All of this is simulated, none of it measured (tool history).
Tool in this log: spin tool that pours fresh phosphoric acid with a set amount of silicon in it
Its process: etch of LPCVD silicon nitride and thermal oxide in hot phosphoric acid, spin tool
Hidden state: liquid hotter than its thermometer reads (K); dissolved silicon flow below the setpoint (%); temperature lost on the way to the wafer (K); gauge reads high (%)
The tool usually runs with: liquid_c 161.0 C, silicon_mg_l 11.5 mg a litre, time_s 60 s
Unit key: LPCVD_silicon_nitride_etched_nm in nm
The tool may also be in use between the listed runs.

run	hour	liquid_c	silicon_mg_l	time_s	wafers since the last listed run	hours since the thermometer was replaced	hours since the dissolved silicon flow meter was replaced	hours since the heated supply line was repaired	hours since the gauge calibration	read-back film thickness of the LPCVD silicon nitride reference wafer, read on the same gauge (nm)	LPCVD_silicon_nitride_etched_nm
1	0.0	161.0	11.5	60	0	493.1	1670.6	1405.3	148.9	109.98	5.32
2	18.6	161.0	11.5	60	202	511.7	1689.2	1423.9	167.5	109.99	5.32
3	39.4	161.0	11.5	60	226	532.5	1710.0	1444.7	188.3	110.02	5.31
4	73.0	159.5	16.5	60	365	566.1	1743.6	1478.3	221.9	110.00	5.12
5	108.3	159.5	16.5	60	384	601.4	1778.9	1513.6	257.2	110.01	5.13
# hour 125.9: heated supply line repaired
# hour 141.2: thermometer replaced
6	141.7	162.0	11.5	60	341	0.5	1812.3	15.8	290.6	109.99	5.34
7	162.0	161.0	8.0	60	220	20.8	1832.6	36.1	310.9	110.04	5.17
8	184.9	159.5	19.0	60	249	43.7	1855.5	59.0	333.8	110.02	4.96
9	203.8	161.0	8.5	30	205	62.6	1874.4	77.9	352.7	110.02	2.61
10	244.7	161.0	11.5	60	445	103.5	1915.3	118.8	393.6	110.00	5.24
# hour 255.1: gauge calibrated
# hour 256.7: dissolved silicon flow meter replaced
11	260.5	159.0	11.5	40	161	119.3	3.8	134.6	5.4	109.97	3.26
12	296.0	162.5	17.0	60	386	154.8	39.3	170.1	40.9	109.99	5.51
13	314.1	163.0	3.0	60	196	172.9	57.4	188.2	59.0	109.98	5.59
14	334.1	161.0	11.5	60	217	192.9	77.4	208.2	79.0	109.99	5.23
15	351.5	163.0	18.0	80	189	210.3	94.8	225.6	96.4	109.99	7.48

Below are 4 alternative next runs, each starting from the tool's condition after run 15. Predict each:
A	351.9	161.0	11.5	60	4	210.7	95.2	226.0	96.8	?	?
B	351.9	161.0	11.5	40	4	210.7	95.2	226.0	96.8	?	?
C	351.9	163.0	11.5	60	4	210.7	95.2	226.0	96.8	?	?
D	351.9	160.0	15.5	60	4	210.7	95.2	226.0	96.8	?	?

run	read-back film thickness of the LPCVD silicon nitride reference wafer, read on the same gauge (nm)	LPCVD_silicon_nitride_etched_nm
A	110.01	5.23
B	110.01	3.48
C	110.01	5.59
D	110.01	5.06
Without the tool's unlogged condition, the same runs would have read:
run	LPCVD_silicon_nitride_etched_nm
A	5.14
B	3.43
C	5.49
D	4.97
